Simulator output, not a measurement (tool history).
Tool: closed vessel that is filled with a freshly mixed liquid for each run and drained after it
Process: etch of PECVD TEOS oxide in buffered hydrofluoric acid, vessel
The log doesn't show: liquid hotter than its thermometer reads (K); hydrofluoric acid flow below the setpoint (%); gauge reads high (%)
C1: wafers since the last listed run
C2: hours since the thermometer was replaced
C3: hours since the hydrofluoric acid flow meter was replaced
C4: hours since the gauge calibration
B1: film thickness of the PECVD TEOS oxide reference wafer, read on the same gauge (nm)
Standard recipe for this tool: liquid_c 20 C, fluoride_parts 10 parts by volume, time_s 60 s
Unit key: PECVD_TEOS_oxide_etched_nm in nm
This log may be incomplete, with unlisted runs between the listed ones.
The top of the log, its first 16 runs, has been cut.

{"run": 17, "day": 47.125, "liquid_c": 20, "fluoride_parts": 11.5, "time_s": 60, "C1": 4525, "C2": 3187, "C3": 650.5, "C4": 700.7, "B1": 30.01, "PECVD_TEOS_oxide_etched_nm": 101.27}
{"run": 18, "day": 49.675, "liquid_c": 24, "fluoride_parts": 10, "time_s": 60, "C1": 5606, "C2": 3248.2, "C3": 711.7, "C4": 761.9, "B1": 29.99, "PECVD_TEOS_oxide_etched_nm": 141.78}
{"run": 19, "day": 51.817, "liquid_c": 18.5, "fluoride_parts": 8.5, "time_s": 60, "C1": 4708, "C2": 3299.6, "C3": 763.1, "C4": 813.3, "B1": 29.97, "PECVD_TEOS_oxide_etched_nm": 118.88}
{"run": 20, "day": 54.312, "liquid_c": 20, "fluoride_parts": 8.5, "time_s": 60, "C1": 5487, "C2": 3359.5, "C3": 823, "C4": 873.2, "B1": 29.97, "PECVD_TEOS_oxide_etched_nm": 129.05}
{"day": 54.429, "done": "thermometer replaced"}
{"run": 21, "day": 56.883, "liquid_c": 22.5, "fluoride_parts": 9, "time_s": 75, "C1": 5560, "C2": 58.9, "C3": 884.7, "C4": 934.9, "B1": 29.98, "PECVD_TEOS_oxide_etched_nm": 158.85}
{"run": 22, "day": 58.812, "liquid_c": 22, "fluoride_parts": 13, "time_s": 45, "C1": 4241, "C2": 105.2, "C3": 931, "C4": 981.2, "B1": 29.97, "PECVD_TEOS_oxide_etched_nm": 66.78}
{"run": 23, "day": 60.829, "liquid_c": 23.5, "fluoride_parts": 7.5, "time_s": 45, "C1": 4433, "C2": 153.6, "C3": 979.4, "C4": 1029.6, "B1": 29.95, "PECVD_TEOS_oxide_etched_nm": 120.56}
{"run": 24, "day": 63.062, "liquid_c": 22, "fluoride_parts": 14, "time_s": 60, "C1": 4910, "C2": 207.2, "C3": 1033, "C4": 1083.2, "B1": 29.97, "PECVD_TEOS_oxide_etched_nm": 83.16}
{"run": 25, "day": 64.812, "liquid_c": 20, "fluoride_parts": 10, "time_s": 60, "C1": 3847, "C2": 249.2, "C3": 1075, "C4": 1125.2, "B1": 30, "PECVD_TEOS_oxide_etched_nm": 101.44}
{"run": 26, "day": 66.992, "liquid_c": 20, "fluoride_parts": 12, "time_s": 60, "C1": 4790, "C2": 301.5, "C3": 1127.3, "C4": 1177.5, "B1": 30, "PECVD_TEOS_oxide_etched_nm": 84.62}
{"run": 27, "day": 69.967, "liquid_c": 20, "fluoride_parts": 8, "time_s": 90, "C1": 6540, "C2": 372.9, "C3": 1198.7, "C4": 1248.9, "B1": 29.96, "PECVD_TEOS_oxide_etched_nm": 186.21}
{"run": 28, "day": 71.225, "liquid_c": 20, "fluoride_parts": 10, "time_s": 60, "C1": 2766, "C2": 403.1, "C3": 1228.9, "C4": 1279.1, "B1": 30.01, "PECVD_TEOS_oxide_etched_nm": 102.72}
{"run": 29, "day": 72.342, "liquid_c": 21.5, "fluoride_parts": 10, "time_s": 60, "C1": 2455, "C2": 429.9, "C3": 1255.7, "C4": 1305.9, "B1": 30, "PECVD_TEOS_oxide_etched_nm": 110.46}
{"day": 72.646, "done": "gauge calibrated"}
{"run": 30, "day": 74.308, "liquid_c": 17, "fluoride_parts": 7.5, "time_s": 30, "C1": 4323, "C2": 477.1, "C3": 1302.9, "C4": 39.9, "B1": 29.98, "PECVD_TEOS_oxide_etched_nm": 54.9}
{"run": 31, "day": 75.612, "liquid_c": 24.5, "fluoride_parts": 14, "time_s": 70, "C1": 2867, "C2": 508.4, "C3": 1334.2, "C4": 71.2, "B1": 29.95, "PECVD_TEOS_oxide_etched_nm": 107.85}
{"run": 32, "day": 77.138, "liquid_c": 17, "fluoride_parts": 11.5, "time_s": 80, "C1": 3352, "C2": 545, "C3": 1370.8, "C4": 107.8, "B1": 29.99, "PECVD_TEOS_oxide_etched_nm": 100.05}

5 ways to go on from here, each from the tool as it stands after run 32. What would each give?
{"run": "A", "day": 77.167, "liquid_c": 20, "fluoride_parts": 10, "time_s": 60, "C1": 64, "C2": 545.7, "C3": 1371.5, "C4": 108.5, "B1": "?", "PECVD_TEOS_oxide_etched_nm": "?"}
{"run": "B", "day": 77.167, "liquid_c": 17, "fluoride_parts": 10, "time_s": 30, "C1": 64, "C2": 545.7, "C3": 1371.5, "C4": 108.5, "B1": "?", "PECVD_TEOS_oxide_etched_nm": "?"}
{"run": "C", "day": 77.167, "liquid_c": 18.5, "fluoride_parts": 6, "time_s": 40, "C1": 64, "C2": 545.7, "C3": 1371.5, "C4": 108.5, "B1": "?", "PECVD_TEOS_oxide_etched_nm": "?"}
{"run": "D", "day": 77.167, "liquid_c": 17, "fluoride_parts": 7, "time_s": 95, "C1": 64, "C2": 545.7, "C3": 1371.5, "C4": 108.5, "B1": "?", "PECVD_TEOS_oxide_etched_nm": "?"}
{"run": "E", "day": 77.167, "liquid_c": 17, "fluoride_parts": 10, "time_s": 60, "C1": 64, "C2": 545.7, "C3": 1371.5, "C4": 108.5, "B1": "?", "PECVD_TEOS_oxide_etched_nm": "?"}

run=A B1=29.97 PECVD_TEOS_oxide_etched_nm=102.24
run=B B1=29.97 PECVD_TEOS_oxide_etched_nm=43.16
run=C B1=29.97 PECVD_TEOS_oxide_etched_nm=101.2
run=D B1=29.97 PECVD_TEOS_oxide_etched_nm=190.41
run=E B1=29.97 PECVD_TEOS_oxide_etched_nm=86.32
Take away the tool's hidden state, keep each run's random variation, and the runs would have read:
run=A PECVD_TEOS_oxide_etched_nm=106.91
run=B PECVD_TEOS_oxide_etched_nm=45.11
run=C PECVD_TEOS_oxide_etched_nm=105.06
run=D PECVD_TEOS_oxide_etched_nm=200.46
run=E PECVD_TEOS_oxide_etched_nm=90.23

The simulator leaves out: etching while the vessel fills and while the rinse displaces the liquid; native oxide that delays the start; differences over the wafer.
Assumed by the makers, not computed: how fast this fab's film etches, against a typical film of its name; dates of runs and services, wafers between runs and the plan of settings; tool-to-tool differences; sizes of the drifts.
